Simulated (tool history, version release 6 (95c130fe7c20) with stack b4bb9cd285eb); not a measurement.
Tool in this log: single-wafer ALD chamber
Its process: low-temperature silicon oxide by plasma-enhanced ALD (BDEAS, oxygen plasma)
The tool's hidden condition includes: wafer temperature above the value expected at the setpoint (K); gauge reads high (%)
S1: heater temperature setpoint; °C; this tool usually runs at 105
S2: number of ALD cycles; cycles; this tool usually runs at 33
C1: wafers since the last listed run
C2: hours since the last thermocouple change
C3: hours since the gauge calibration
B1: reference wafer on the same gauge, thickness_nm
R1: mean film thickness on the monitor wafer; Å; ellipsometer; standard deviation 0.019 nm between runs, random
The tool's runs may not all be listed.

Run 1, day 0: usual settings but S2 35 cycles; C1 0; C2 1930.6; C3 720.9; B1 5.816. Result: R1 53.14 Å.
Run 2, day 1.754: usual settings but S2 35 cycles; C1 345; C2 1972.7; C3 763; B1 5.81. Result: R1 52.64 Å.
Run 3, day 5.696: usual settings but S2 35 cycles; C1 777; C2 2067.3; C3 857.6; B1 5.814. Result: R1 53.29 Å.
Run 4, day 8.158: usual settings; C1 485; C2 2126.4; C3 916.7; B1 5.813. Result: R1 50 Å.
Run 5, day 9.962: usual settings but S1 93 °C; C1 355; C2 2169.7; C3 960; B1 5.805. Result: R1 51.21 Å.
Run 6, day 13.583: usual settings but S1 93 °C; C1 713; C2 2256.6; C3 1046.9; B1 5.807. Result: R1 51.42 Å.
Run 7, day 16.812: usual settings but S1 93 °C; C1 636; C2 2334.1; C3 1124.4; B1 5.805. Result: R1 51.15 Å.
Run 8, day 19.596: usual settings; C1 548; C2 2400.9; C3 1191.2; B1 5.808. Result: R1 49.98 Å.
Run 9, day 22.492: usual settings; C1 570; C2 2470.4; C3 1260.7; B1 5.808. Result: R1 50.01 Å.
At day 23.7: thermocouple changed; heater temperature recalibrated.
Run 10, day 24.471: usual settings; C1 324; C2 18.5; C3 1308.2; B1 5.803. Result: R1 49.54 Å.
Run 11, day 26.183: usual settings but S1 116 °C; C1 337; C2 59.6; C3 1349.3; B1 5.817. Result: R1 48.7 Å.
Run 12, day 28.317: usual settings but S1 100 °C; C1 420; C2 110.8; C3 1400.5; B1 5.812. Result: R1 50.17 Å.
Run 13, day 31.217: usual settings; C1 571; C2 180.4; C3 1470.1; B1 5.809. Result: R1 49.85 Å.
Run 14, day 34.588: usual settings but S1 112 °C, S2 27 cycles; C1 664; C2 261.3; C3 1551; B1 5.807. Result: R1 40.23 Å.
At day 37.862: gauge calibrated.
Run 15, day 37.979: usual settings but S2 36 cycles; C1 668; C2 342.7; C3 2.8; B1 5.806. Result: R1 54.68 Å.
Run 16, day 41.462: usual settings but S1 120 °C; C1 686; C2 426.3; C3 86.4; B1 5.808. Result: R1 48.43 Å.
Run 17, day 45.246: usual settings but S2 37 cycles; C1 745; C2 517.1; C3 177.2; B1 5.815. Result: R1 55.61 Å.
Run 18, day 46.888: usual settings; C1 323; C2 556.5; C3 216.6; B1 5.809. Result: R1 50.09 Å.
Run 19, day 50.729: usual settings but S1 99 °C, S2 29 cycles; C1 757; C2 648.7; C3 308.8; B1 5.807. Result: R1 44.41 Å.
Run 20, day 53.171: usual settings but S1 113 °C, S2 39 cycles; C1 481; C2 707.3; C3 367.4; B1 5.815. Result: R1 58.09 Å.
Run 21, day 55.629: usual settings but S1 109 °C, S2 31 cycles; C1 484; C2 766.3; C3 426.4; B1 5.813. Result: R1 46.72 Å.
Run 22, day 57.804: usual settings; C1 428; C2 818.5; C3 478.6; B1 5.808. Result: R1 49.76 Å.
Run 23, day 59.333: usual settings but S2 30 cycles; C1 301; C2 855.2; C3 515.3; B1 5.811. Result: R1 45.37 Å.
Run 24, day 61.083: usual settings; C1 345; C2 897.2; C3 557.3; B1 5.812. Result: R1 49.66 Å.
Run 25, day 63.671: usual settings; C1 510; C2 959.3; C3 619.4; B1 5.807. Result: R1 49.63 Å.
Run 26, day 66.271: usual settings; C1 512; C2 1021.7; C3 681.8; B1 5.811. Result: R1 50.33 Å.
Run 27, day 69.333: usual settings but S1 111 °C; C1 603; C2 1095.2; C3 755.3; B1 5.805. Result: R1 49.58 Å.

Below are 3 alternative next runs, each starting from the tool's condition after run 27. Predict each:
Run A, day 69.354: usual settings; C1 4; C2 1095.7; C3 755.8; B1 ?. Result: R1 ?.
Run B, day 69.354: usual settings but S1 117 °C, S2 39 cycles; C1 4; C2 1095.7; C3 755.8; B1 ?. Result: R1 ?.
Run C, day 69.354: usual settings but S1 96 °C, S2 31 cycles; C1 4; C2 1095.7; C3 755.8; B1 ?. Result: R1 ?.

run     B1     R1
  A  5.805  49.65
  B  5.805  57.55
  C  5.805  47.56
Take away the tool's hidden state, keep each run's random variation, and the runs would have read:
run     R1
  A  49.65
  B  57.55
  C  47.56
